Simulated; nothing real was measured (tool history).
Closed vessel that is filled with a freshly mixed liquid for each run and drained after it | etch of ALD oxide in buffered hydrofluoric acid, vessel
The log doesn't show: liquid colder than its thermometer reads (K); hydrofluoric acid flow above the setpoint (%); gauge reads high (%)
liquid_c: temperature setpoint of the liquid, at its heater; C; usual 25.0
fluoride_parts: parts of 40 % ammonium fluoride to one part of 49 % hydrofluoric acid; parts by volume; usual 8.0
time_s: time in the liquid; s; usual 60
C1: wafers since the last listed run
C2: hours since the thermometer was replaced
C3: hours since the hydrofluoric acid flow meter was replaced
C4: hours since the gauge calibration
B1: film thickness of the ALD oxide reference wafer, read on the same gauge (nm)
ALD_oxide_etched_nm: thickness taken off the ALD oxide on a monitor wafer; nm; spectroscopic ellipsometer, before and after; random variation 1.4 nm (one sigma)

{"run": 1, "hour": 0.0, "liquid_c": 25.0, "fluoride_parts": 8.0, "time_s": 60, "C1": 0, "C2": 971.1, "C3": 1124.7, "C4": 411.1, "B1": 49.99, "ALD_oxide_etched_nm": 168.63}
{"run": 2, "hour": 65.3, "liquid_c": 25.0, "fluoride_parts": 8.0, "time_s": 60, "C1": 8502, "C2": 1036.4, "C3": 1190.0, "C4": 476.4, "B1": 50.0, "ALD_oxide_etched_nm": 166.36}
{"run": 3, "hour": 127.5, "liquid_c": 25.0, "fluoride_parts": 8.0, "time_s": 60, "C1": 8098, "C2": 1098.6, "C3": 1252.2, "C4": 538.6, "B1": 49.99, "ALD_oxide_etched_nm": 168.58}
{"run": 4, "hour": 187.5, "liquid_c": 25.0, "fluoride_parts": 8.0, "time_s": 60, "C1": 7812, "C2": 1158.6, "C3": 1312.2, "C4": 598.6, "B1": 49.98, "ALD_oxide_etched_nm": 170.75}
{"run": 5, "hour": 251.8, "liquid_c": 25.0, "fluoride_parts": 8.0, "time_s": 60, "C1": 8372, "C2": 1222.9, "C3": 1376.5, "C4": 662.9, "B1": 49.99, "ALD_oxide_etched_nm": 169.42}
{"run": 6, "hour": 296.3, "liquid_c": 25.0, "fluoride_parts": 8.0, "time_s": 60, "C1": 5794, "C2": 1267.4, "C3": 1421.0, "C4": 707.4, "B1": 50.02, "ALD_oxide_etched_nm": 172.43}
{"hour": 313.7, "done": "gauge calibrated"}
{"run": 7, "hour": 332.3, "liquid_c": 25.0, "fluoride_parts": 8.0, "time_s": 70, "C1": 4687, "C2": 1303.4, "C3": 1457.0, "C4": 18.6, "B1": 50.01, "ALD_oxide_etched_nm": 198.82}
{"hour": 403.4, "done": "thermometer replaced"}
{"run": 8, "hour": 403.9, "liquid_c": 25.0, "fluoride_parts": 8.0, "time_s": 70, "C1": 9192, "C2": 0.5, "C3": 1528.6, "C4": 90.2, "B1": 49.94, "ALD_oxide_etched_nm": 202.6}
{"run": 9, "hour": 437.2, "liquid_c": 22.0, "fluoride_parts": 11.0, "time_s": 60, "C1": 4335, "C2": 33.8, "C3": 1561.9, "C4": 123.5, "B1": 50.06, "ALD_oxide_etched_nm": 107.9}
{"run": 10, "hour": 508.0, "liquid_c": 28.5, "fluoride_parts": 10.0, "time_s": 75, "C1": 9218, "C2": 104.6, "C3": 1632.7, "C4": 194.3, "B1": 50.02, "ALD_oxide_etched_nm": 208.59}
{"hour": 513.1, "done": "hydrofluoric acid flow meter replaced"}
{"run": 11, "hour": 544.3, "liquid_c": 25.0, "fluoride_parts": 8.0, "time_s": 30, "C1": 4596, "C2": 140.9, "C3": 31.2, "C4": 230.6, "B1": 50.01, "ALD_oxide_etched_nm": 76.36}
{"run": 12, "hour": 576.4, "liquid_c": 27.5, "fluoride_parts": 6.5, "time_s": 80, "C1": 4179, "C2": 173.0, "C3": 63.3, "C4": 262.7, "B1": 49.99, "ALD_oxide_etched_nm": 285.57}
{"run": 13, "hour": 662.8, "liquid_c": 25.0, "fluoride_parts": 8.0, "time_s": 60, "C1": 11249, "C2": 259.4, "C3": 149.7, "C4": 349.1, "B1": 50.01, "ALD_oxide_etched_nm": 151.92}
{"run": 14, "hour": 695.7, "liquid_c": 25.0, "fluoride_parts": 5.5, "time_s": 60, "C1": 4283, "C2": 292.3, "C3": 182.6, "C4": 382.0, "B1": 50.0, "ALD_oxide_etched_nm": 218.21}
{"run": 15, "hour": 731.3, "liquid_c": 28.0, "fluoride_parts": 9.0, "time_s": 75, "C1": 4635, "C2": 327.9, "C3": 218.2, "C4": 417.6, "B1": 49.98, "ALD_oxide_etched_nm": 196.53}
{"run": 16, "hour": 765.0, "liquid_c": 21.5, "fluoride_parts": 5.5, "time_s": 60, "C1": 4387, "C2": 361.6, "C3": 251.9, "C4": 451.3, "B1": 50.02, "ALD_oxide_etched_nm": 181.82}
{"run": 17, "hour": 798.2, "liquid_c": 22.0, "fluoride_parts": 11.0, "time_s": 60, "C1": 4322, "C2": 394.8, "C3": 285.1, "C4": 484.5, "B1": 49.96, "ALD_oxide_etched_nm": 98.79}

How the hidden state differs across the entries between the runs, from the last listed run before each to the first after it:
Between runs 6 and 7: gauge calibrated (hour 313.7)
  hydrofluoric acid flow above the setpoint (%): 12.8 -> 13.1
  measured less the result without the state, ALD_oxide_etched_nm: +21.02 -> +24.68 nm
Between runs 7 and 8: thermometer replaced (hour 403.4)
  hydrofluoric acid flow above the setpoint (%): 13.1 -> 13.6
  measured less the result without the state, ALD_oxide_etched_nm: +24.68 -> +26.13 nm
Between runs 10 and 11: hydrofluoric acid flow meter replaced (hour 513.1)
  hydrofluoric acid flow above the setpoint (%): 14.5 -> 0.613
  measured less the result without the state, ALD_oxide_etched_nm: +19.53 -> +0.51 nm

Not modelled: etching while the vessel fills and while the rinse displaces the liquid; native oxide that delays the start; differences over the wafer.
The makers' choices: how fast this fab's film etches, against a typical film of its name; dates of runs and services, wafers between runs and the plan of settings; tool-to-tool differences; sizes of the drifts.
